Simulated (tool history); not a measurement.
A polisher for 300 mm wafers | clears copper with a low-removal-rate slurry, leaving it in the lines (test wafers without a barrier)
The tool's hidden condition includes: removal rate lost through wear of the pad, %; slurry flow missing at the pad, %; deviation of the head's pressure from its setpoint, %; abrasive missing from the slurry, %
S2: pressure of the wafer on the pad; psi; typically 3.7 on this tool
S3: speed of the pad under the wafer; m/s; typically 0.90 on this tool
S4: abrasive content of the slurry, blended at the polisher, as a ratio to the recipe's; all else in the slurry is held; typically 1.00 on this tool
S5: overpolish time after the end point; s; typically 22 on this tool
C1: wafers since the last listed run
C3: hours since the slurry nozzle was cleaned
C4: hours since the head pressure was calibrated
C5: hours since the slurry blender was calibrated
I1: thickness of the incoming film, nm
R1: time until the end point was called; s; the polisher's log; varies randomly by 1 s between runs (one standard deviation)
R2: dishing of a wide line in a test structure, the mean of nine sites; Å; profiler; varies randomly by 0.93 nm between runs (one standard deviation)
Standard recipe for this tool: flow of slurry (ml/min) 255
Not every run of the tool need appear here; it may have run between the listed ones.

{"run": 1, "day": 0.0, "flow of slurry (ml/min)": 255, "S2": 3.7, "S3": 0.9, "S4": 1.0, "S5": 22, "C1": 0, "wafers polished on this pad": 446, "C3": 434.5, "C4": 422.5, "C5": 47.7, "I1": 297.5, "R1": 103.5, "R2": 414}
{"run": 2, "day": 0.604, "flow of slurry (ml/min)": 255, "S2": 3.7, "S3": 0.9, "S4": 1.0, "S5": 22, "C1": 93, "wafers polished on this pad": 540, "C3": 449.0, "C4": 437.0, "C5": 62.2, "I1": 289.7, "R1": 100.3, "R2": 414}
{"run": 3, "day": 1.221, "flow of slurry (ml/min)": 255, "S2": 3.7, "S3": 0.9, "S4": 1.0, "S5": 29, "C1": 95, "wafers polished on this pad": 635, "C3": 463.8, "C4": 451.8, "C5": 77.0, "I1": 301.3, "R1": 105.6, "R2": 513}
{"run": 4, "day": 1.521, "flow of slurry (ml/min)": 255, "S2": 3.7, "S3": 0.9, "S4": 1.0, "S5": 29, "C1": 46, "wafers polished on this pad": 682, "C3": 471.0, "C4": 459.0, "C5": 84.2, "I1": 296.8, "R1": 103.0, "R2": 530}
{"run": 5, "day": 1.871, "flow of slurry (ml/min)": 255, "S2": 3.7, "S3": 0.9, "S4": 1.0, "S5": 22, "C1": 54, "wafers polished on this pad": 736, "C3": 479.4, "C4": 467.4, "C5": 92.6, "I1": 299.9, "R1": 104.4, "R2": 438}
{"run": 6, "day": 2.458, "flow of slurry (ml/min)": 255, "S2": 3.7, "S3": 0.9, "S4": 1.0, "S5": 22, "C1": 90, "wafers polished on this pad": 827, "C3": 493.5, "C4": 481.5, "C5": 106.7, "I1": 294.2, "R1": 102.6, "R2": 411}
{"day": 2.946, "done": "slurry nozzle cleaned"}
{"day": 2.967, "done": "worn pad replaced by a new one"}
{"run": 7, "day": 3.171, "flow of slurry (ml/min)": 255, "S2": 3.7, "S3": 0.9, "S4": 1.0, "S5": 22, "C1": 100, "wafers polished on this pad": 31, "C3": 5.4, "C4": 498.6, "C5": 123.8, "I1": 299.0, "R1": 106.6, "R2": 417}
{"run": 8, "day": 3.604, "flow of slurry (ml/min)": 255, "S2": 3.7, "S3": 0.9, "S4": 1.0, "S5": 22, "C1": 67, "wafers polished on this pad": 98, "C3": 15.8, "C4": 509.0, "C5": 134.2, "I1": 293.5, "R1": 102.8, "R2": 409}
{"run": 9, "day": 4.012, "flow of slurry (ml/min)": 255, "S2": 3.7, "S3": 0.9, "S4": 1.0, "S5": 22, "C1": 63, "wafers polished on this pad": 161, "C3": 25.6, "C4": 518.8, "C5": 144.0, "I1": 293.3, "R1": 102.1, "R2": 417}
{"run": 10, "day": 4.288, "flow of slurry (ml/min)": 255, "S2": 3.7, "S3": 0.9, "S4": 1.0, "S5": 22, "C1": 42, "wafers polished on this pad": 204, "C3": 32.2, "C4": 525.4, "C5": 150.6, "I1": 294.8, "R1": 104.6, "R2": 398}
{"run": 11, "day": 4.608, "flow of slurry (ml/min)": 255, "S2": 3.7, "S3": 0.66, "S4": 0.8, "S5": 22, "C1": 49, "wafers polished on this pad": 254, "C3": 39.9, "C4": 533.1, "C5": 158.3, "I1": 294.4, "R1": 144.5, "R2": 310}
{"run": 12, "day": 4.988, "flow of slurry (ml/min)": 255, "S2": 3.7, "S3": 0.9, "S4": 1.0, "S5": 22, "C1": 58, "wafers polished on this pad": 312, "C3": 49.0, "C4": 542.2, "C5": 167.4, "I1": 292.3, "R1": 104.4, "R2": 412}
{"run": 13, "day": 5.692, "flow of slurry (ml/min)": 255, "S2": 3.7, "S3": 0.9, "S4": 1.0, "S5": 22, "C1": 109, "wafers polished on this pad": 422, "C3": 65.9, "C4": 559.1, "C5": 184.3, "I1": 293.0, "R1": 105.8, "R2": 420}
{"run": 14, "day": 6.4, "flow of slurry (ml/min)": 255, "S2": 3.7, "S3": 0.9, "S4": 1.0, "S5": 22, "C1": 109, "wafers polished on this pad": 531, "C3": 82.9, "C4": 576.1, "C5": 201.3, "I1": 295.0, "R1": 105.1, "R2": 400}
{"run": 15, "day": 6.896, "flow of slurry (ml/min)": 290, "S2": 3.0, "S3": 0.9, "S4": 0.75, "S5": 12, "C1": 76, "wafers polished on this pad": 608, "C3": 94.8, "C4": 588.0, "C5": 213.2, "I1": 294.4, "R1": 135.6, "R2": 187}
{"run": 16, "day": 7.329, "flow of slurry (ml/min)": 255, "S2": 3.0, "S3": 0.9, "S4": 1.25, "S5": 11, "C1": 67, "wafers polished on this pad": 675, "C3": 105.2, "C4": 598.4, "C5": 223.6, "I1": 292.7, "R1": 122.8, "R2": 185}
{"run": 17, "day": 7.7, "flow of slurry (ml/min)": 255, "S2": 3.1, "S3": 0.9, "S4": 1.0, "S5": 22, "C1": 57, "wafers polished on this pad": 733, "C3": 114.1, "C4": 607.3, "C5": 232.5, "I1": 297.4, "R1": 129.9, "R2": 345}
{"day": 8.017, "done": "slurry blender recalibrated"}
{"run": 18, "day": 8.038, "flow of slurry (ml/min)": 340, "S2": 3.0, "S3": 0.9, "S4": 1.0, "S5": 22, "C1": 39, "wafers polished on this pad": 772, "C3": 122.2, "C4": 615.4, "C5": 0.5, "I1": 291.0, "R1": 127.2, "R2": 347}
{"run": 19, "day": 8.529, "flow of slurry (ml/min)": 255, "S2": 3.7, "S3": 0.9, "S4": 1.0, "S5": 22, "C1": 76, "wafers polished on this pad": 848, "C3": 134.0, "C4": 627.2, "C5": 12.3, "I1": 295.2, "R1": 105.1, "R2": 394}
{"run": 20, "day": 9.117, "flow of slurry (ml/min)": 255, "S2": 3.7, "S3": 0.9, "S4": 1.0, "S5": 28, "C1": 90, "wafers polished on this pad": 939, "C3": 148.1, "C4": 641.3, "C5": 26.4, "I1": 295.2, "R1": 105.4, "R2": 488}
{"run": 21, "day": 9.642, "flow of slurry (ml/min)": 255, "S2": 4.8, "S3": 1.04, "S4": 1.0, "S5": 22, "C1": 81, "wafers polished on this pad": 1020, "C3": 160.7, "C4": 653.9, "C5": 39.0, "I1": 293.9, "R1": 71.7, "R2": 571}
{"day": 9.954, "done": "head pressure recalibrated"}
{"run": 22, "day": 10.175, "flow of slurry (ml/min)": 255, "S2": 4.2, "S3": 0.9, "S4": 1.0, "S5": 12, "C1": 69, "wafers polished on this pad": 1090, "C3": 173.5, "C4": 5.3, "C5": 51.8, "I1": 296.0, "R1": 84.5, "R2": 288}
{"day": 10.375, "done": "worn pad replaced by a new one"}
{"run": 23, "day": 10.571, "flow of slurry (ml/min)": 255, "S2": 3.7, "S3": 0.9, "S4": 1.2, "S5": 22, "C1": 35, "wafers polished on this pad": 30, "C3": 183.0, "C4": 14.8, "C5": 61.3, "I1": 295.5, "R1": 92.2, "R2": 461}
{"run": 24, "day": 11.154, "flow of slurry (ml/min)": 255, "S2": 3.7, "S3": 0.7, "S4": 1.25, "S5": 34, "C1": 90, "wafers polished on this pad": 120, "C3": 197.0, "C4": 28.8, "C5": 75.3, "I1": 293.9, "R1": 114.8, "R2": 551}
{"run": 25, "day": 11.488, "flow of slurry (ml/min)": 285, "S2": 3.7, "S3": 0.9, "S4": 1.0, "S5": 22, "C1": 51, "wafers polished on this pad": 172, "C3": 205.0, "C4": 36.8, "C5": 83.3, "I1": 288.6, "R1": 93.6, "R2": 449}
{"run": 26, "day": 11.942, "flow of slurry (ml/min)": 230, "S2": 3.7, "S3": 0.9, "S4": 1.0, "S5": 22, "C1": 70, "wafers polished on this pad": 242, "C3": 215.9, "C4": 47.7, "C5": 94.2, "I1": 292.4, "R1": 96.7, "R2": 433}
{"run": 27, "day": 12.288, "flow of slurry (ml/min)": 300, "S2": 3.7, "S3": 0.9, "S4": 0.7, "S5": 22, "C1": 53, "wafers polished on this pad": 296, "C3": 224.2, "C4": 56.0, "C5": 102.5, "I1": 295.7, "R1": 101.2, "R2": 427}
{"run": 28, "day": 13.029, "flow of slurry (ml/min)": 255, "S2": 4.1, "S3": 0.9, "S4": 1.0, "S5": 17, "C1": 114, "wafers polished on this pad": 411, "C3": 242.0, "C4": 73.8, "C5": 120.3, "I1": 292.7, "R1": 84.7, "R2": 384}

5 options for the next run, each taken on its own from the tool as it stands now. Forecast them:
{"run": "A", "day": 13.05, "flow of slurry (ml/min)": 255, "S2": 3.7, "S3": 0.78, "S4": 1.0, "S5": 22, "C1": 3, "wafers polished on this pad": 414, "C3": 242.5, "C4": 74.3, "C5": 120.8, "I1": 295.1, "R1": "?", "R2": "?"}
{"run": "B", "day": 13.05, "flow of slurry (ml/min)": 255, "S2": 4.4, "S3": 1.1, "S4": 1.1, "S5": 12, "C1": 3, "wafers polished on this pad": 414, "C3": 242.5, "C4": 74.3, "C5": 120.8, "I1": 295.1, "R1": "?", "R2": "?"}
{"run": "C", "day": 13.05, "flow of slurry (ml/min)": 310, "S2": 3.7, "S3": 0.82, "S4": 0.9, "S5": 22, "C1": 3, "wafers polished on this pad": 414, "C3": 242.5, "C4": 74.3, "C5": 120.8, "I1": 295.1, "R1": "?", "R2": "?"}
{"run": "D", "day": 13.05, "flow of slurry (ml/min)": 190, "S2": 4.1, "S3": 0.9, "S4": 0.8, "S5": 22, "C1": 3, "wafers polished on this pad": 414, "C3": 242.5, "C4": 74.3, "C5": 120.8, "I1": 295.1, "R1": "?", "R2": "?"}
{"run": "E", "day": 13.05, "flow of slurry (ml/min)": 255, "S2": 3.7, "S3": 1.2, "S4": 0.75, "S5": 22, "C1": 3, "wafers polished on this pad": 414, "C3": 242.5, "C4": 74.3, "C5": 120.8, "I1": 295.1, "R1": "?", "R2": "?"}

run=A R1=110.8 R2=402
run=B R1=66.3 R2=372
run=C R1=105.9 R2=418
run=D R1=95.3 R2=460
run=E R1=78.4 R2=540
Stripped of hidden state, with their random variation kept, the same runs would have yielded:
run=A R1=108.5 R2=409
run=B R1=65.0 R2=379
run=C R1=103.7 R2=426
run=D R1=93.4 R2=469
run=E R1=76.8 R2=550
